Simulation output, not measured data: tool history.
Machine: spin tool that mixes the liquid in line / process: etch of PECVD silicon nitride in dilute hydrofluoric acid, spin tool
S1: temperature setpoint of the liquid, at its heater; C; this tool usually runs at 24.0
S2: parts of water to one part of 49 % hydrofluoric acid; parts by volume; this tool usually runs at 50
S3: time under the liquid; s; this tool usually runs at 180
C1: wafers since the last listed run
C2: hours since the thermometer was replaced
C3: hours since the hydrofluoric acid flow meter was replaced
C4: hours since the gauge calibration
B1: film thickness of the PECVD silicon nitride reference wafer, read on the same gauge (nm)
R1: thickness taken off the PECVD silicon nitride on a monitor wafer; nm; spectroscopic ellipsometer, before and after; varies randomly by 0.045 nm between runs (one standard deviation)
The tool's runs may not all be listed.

run	hour	S1	S2	S3	C1	C2	C3	C4	B1	R1
1	0.0	24.0	50	180	0	857.6	1605.2	365.8	40.01	9.96
2	16.1	24.0	50	180	83	873.7	1621.3	381.9	40.03	9.91
3	28.8	24.0	50	180	66	886.4	1634.0	394.6	39.97	9.85
4	35.2	24.0	50	180	33	892.8	1640.4	401.0	40.00	9.91
5	46.0	24.0	50	180	56	903.6	1651.2	411.8	40.02	9.91
6	53.9	24.0	35	180	41	911.5	1659.1	419.7	40.01	14.06
7	68.6	24.0	35	180	76	926.2	1673.8	434.4	39.99	14.06
8	79.2	24.0	35	180	55	936.8	1684.4	445.0	39.99	13.99
# hour 88.6: hydrofluoric acid flow meter replaced
9	89.1	24.0	40	180	46	946.7	0.5	454.9	40.00	12.40
10	105.2	25.5	50	180	83	962.8	16.6	471.0	40.01	10.95
11	114.5	25.5	50	180	48	972.1	25.9	480.3	39.96	10.99
12	124.5	25.5	50	180	52	982.1	35.9	490.3	39.99	10.92
13	134.7	22.5	30	270	53	992.3	46.1	500.5	40.00	22.10
14	150.6	24.0	50	180	82	1008.2	62.0	516.4	40.00	9.97
15	159.1	22.5	70	115	44	1016.7	70.5	524.9	39.99	4.10
16	174.6	27.5	35	85	80	1032.2	86.0	540.4	40.01	8.34
17	186.5	22.0	50	75	62	1044.1	97.9	552.3	39.99	3.60
18	204.4	24.0	40	270	93	1062.0	115.8	570.2	40.00	18.55
# hour 210.9: gauge calibrated
19	221.4	24.0	50	180	88	1079.0	132.8	10.5	40.00	9.95
20	231.1	24.0	75	180	50	1088.7	142.5	20.2	40.02	6.65
21	240.1	24.0	50	180	46	1097.7	151.5	29.2	40.01	9.96
22	252.6	19.5	50	180	65	1110.2	164.0	41.7	39.99	7.27
23	260.1	24.0	50	180	39	1117.7	171.5	49.2	39.98	9.92
# hour 267.6: thermometer replaced
24	277.8	24.0	25	180	87	10.2	189.2	66.9	40.00	19.32
25	288.0	22.5	25	140	53	20.4	199.4	77.1	40.02	13.56
26	295.4	28.0	70	70	38	27.8	206.8	84.5	40.02	3.58
27	306.8	24.0	50	180	59	39.2	218.2	95.9	39.99	9.95
28	324.4	24.0	60	255	91	56.8	235.8	113.5	40.03	11.66
29	331.9	20.0	40	115	39	64.3	243.3	121.0	40.01	5.94
30	340.2	24.0	50	180	43	72.6	251.6	129.3	40.00	9.91
31	350.8	24.0	50	180	55	83.2	262.2	139.9	40.00	9.90
32	365.8	24.0	50	285	78	98.2	277.2	154.9	40.00	15.83

Consider 5 possible next runs. They are alternatives, not a sequence: every one starts from the tool as it was left by run 32. What does each give?
A	366.3	29.0	50	180	2	98.7	277.7	155.4	?	?
B	366.3	21.0	25	180	2	98.7	277.7	155.4	?	?
C	366.3	19.0	25	180	2	98.7	277.7	155.4	?	?
D	366.3	21.5	70	235	2	98.7	277.7	155.4	?	?
E	366.3	24.0	50	150	2	98.7	277.7	155.4	?	?

run	B1	R1
A	40.03	13.79
B	40.03	15.77
C	40.03	13.71
D	40.03	7.85
E	40.03	8.25
Stripped of hidden state, with their random variation kept, the same runs would have yielded:
run	R1
A	13.79
B	15.77
C	13.71
D	7.85
E	8.25
